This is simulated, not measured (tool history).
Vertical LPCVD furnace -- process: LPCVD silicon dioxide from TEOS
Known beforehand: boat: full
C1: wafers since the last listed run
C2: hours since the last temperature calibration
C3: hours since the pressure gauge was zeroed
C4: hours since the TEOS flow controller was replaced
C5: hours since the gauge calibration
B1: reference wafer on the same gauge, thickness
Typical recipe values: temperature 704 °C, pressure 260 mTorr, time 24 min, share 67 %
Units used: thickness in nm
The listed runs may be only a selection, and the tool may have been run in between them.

{"run": 1, "hour": 0.0, "temperature": 704, "pressure": 260, "time": 24, "share": 67, "C1": 0, "C2": 1912.9, "C3": 4619.8, "C4": 4533.1, "C5": 189, "B1": 210.03, "thickness": 203.97}
{"run": 2, "hour": 12.9, "temperature": 704, "pressure": 260, "time": 24, "share": 67, "C1": 184, "C2": 1925.8, "C3": 4632.7, "C4": 4546, "C5": 201.9, "B1": 210, "thickness": 203.9}
{"run": 3, "hour": 39.3, "temperature": 704, "pressure": 260, "time": 24, "share": 67, "C1": 377, "C2": 1952.2, "C3": 4659.1, "C4": 4572.4, "C5": 228.3, "B1": 209.98, "thickness": 203.73}
{"run": 4, "hour": 45.4, "temperature": 704, "pressure": 260, "time": 24, "share": 67, "C1": 87, "C2": 1958.3, "C3": 4665.2, "C4": 4578.5, "C5": 234.4, "B1": 209.97, "thickness": 204.42}
{"run": 5, "hour": 60.4, "temperature": 704, "pressure": 260, "time": 24, "share": 67, "C1": 214, "C2": 1973.3, "C3": 4680.2, "C4": 4593.5, "C5": 249.4, "B1": 210.07, "thickness": 204.21}
{"run": 6, "hour": 69.6, "temperature": 704, "pressure": 260, "time": 24, "share": 67, "C1": 131, "C2": 1982.5, "C3": 4689.4, "C4": 4602.7, "C5": 258.6, "B1": 209.97, "thickness": 203.65}
{"hour": 94.7, "done": "TEOS flow controller replaced"}
{"run": 7, "hour": 95.2, "temperature": 704, "pressure": 260, "time": 24, "share": 67, "C1": 22, "C2": 2008.1, "C3": 4715, "C4": 0.5, "C5": 284.2, "B1": 210.06, "thickness": 203.73}
{"run": 8, "hour": 98.7, "temperature": 704, "pressure": 260, "time": 24, "share": 67, "C1": 50, "C2": 2011.6, "C3": 4718.5, "C4": 4, "C5": 287.7, "B1": 210.04, "thickness": 203.69}
{"run": 9, "hour": 113.8, "temperature": 704, "pressure": 260, "time": 24, "share": 67, "C1": 216, "C2": 2026.7, "C3": 4733.6, "C4": 19.1, "C5": 302.8, "B1": 209.97, "thickness": 204.07}
{"run": 10, "hour": 120.1, "temperature": 704, "pressure": 260, "time": 24, "share": 67, "C1": 90, "C2": 2033, "C3": 4739.9, "C4": 25.4, "C5": 309.1, "B1": 209.93, "thickness": 204.83}
{"run": 11, "hour": 130.1, "temperature": 704, "pressure": 260, "time": 24, "share": 67, "C1": 143, "C2": 2043, "C3": 4749.9, "C4": 35.4, "C5": 319.1, "B1": 209.94, "thickness": 204.18}
{"hour": 159.8, "done": "thermocouples replaced and temperature profile calibrated"}
{"run": 12, "hour": 160.3, "temperature": 700, "pressure": 300, "time": 24, "share": 67, "C1": 88, "C2": 0.5, "C3": 4780.1, "C4": 65.6, "C5": 349.3, "B1": 209.94, "thickness": 185.57}
{"run": 13, "hour": 163.9, "temperature": 708, "pressure": 300, "time": 14.5, "share": 80, "C1": 51, "C2": 4.1, "C3": 4783.7, "C4": 69.2, "C5": 352.9, "B1": 209.96, "thickness": 147.31}
{"run": 14, "hour": 167.4, "temperature": 693, "pressure": 260, "time": 15, "share": 57, "C1": 50, "C2": 7.6, "C3": 4787.2, "C4": 72.7, "C5": 356.4, "B1": 210.03, "thickness": 84.34}
{"run": 15, "hour": 170.9, "temperature": 704, "pressure": 290, "time": 24, "share": 74, "C1": 50, "C2": 11.1, "C3": 4790.7, "C4": 76.2, "C5": 359.9, "B1": 210.05, "thickness": 209.87}
{"run": 16, "hour": 177.1, "temperature": 704, "pressure": 260, "time": 24, "share": 67, "C1": 88, "C2": 17.3, "C3": 4796.9, "C4": 82.4, "C5": 366.1, "B1": 210.01, "thickness": 189.57}
{"hour": 203.5, "done": "gauge calibrated"}
{"hour": 209.3, "done": "pressure gauge zeroed"}
{"run": 17, "hour": 209.8, "temperature": 696, "pressure": 260, "time": 24, "share": 62, "C1": 124, "C2": 50, "C3": 0.5, "C4": 115.1, "C5": 6.3, "B1": 209.98, "thickness": 152.18}

What does the tool deliver on the next run?
{"run": 18, "hour": 213.3, "temperature": 704, "pressure": 260, "time": 29.5, "share": 64, "C1": 50, "C2": 53.5, "C3": 4, "C4": 118.6, "C5": 9.8, "B1": "?", "thickness": "?"}

{"run 18": {"B1": 209.94, "thickness": 229.2}}
The same run, on a tool lacking any hidden state, would have yielded thickness 221.75 nm.

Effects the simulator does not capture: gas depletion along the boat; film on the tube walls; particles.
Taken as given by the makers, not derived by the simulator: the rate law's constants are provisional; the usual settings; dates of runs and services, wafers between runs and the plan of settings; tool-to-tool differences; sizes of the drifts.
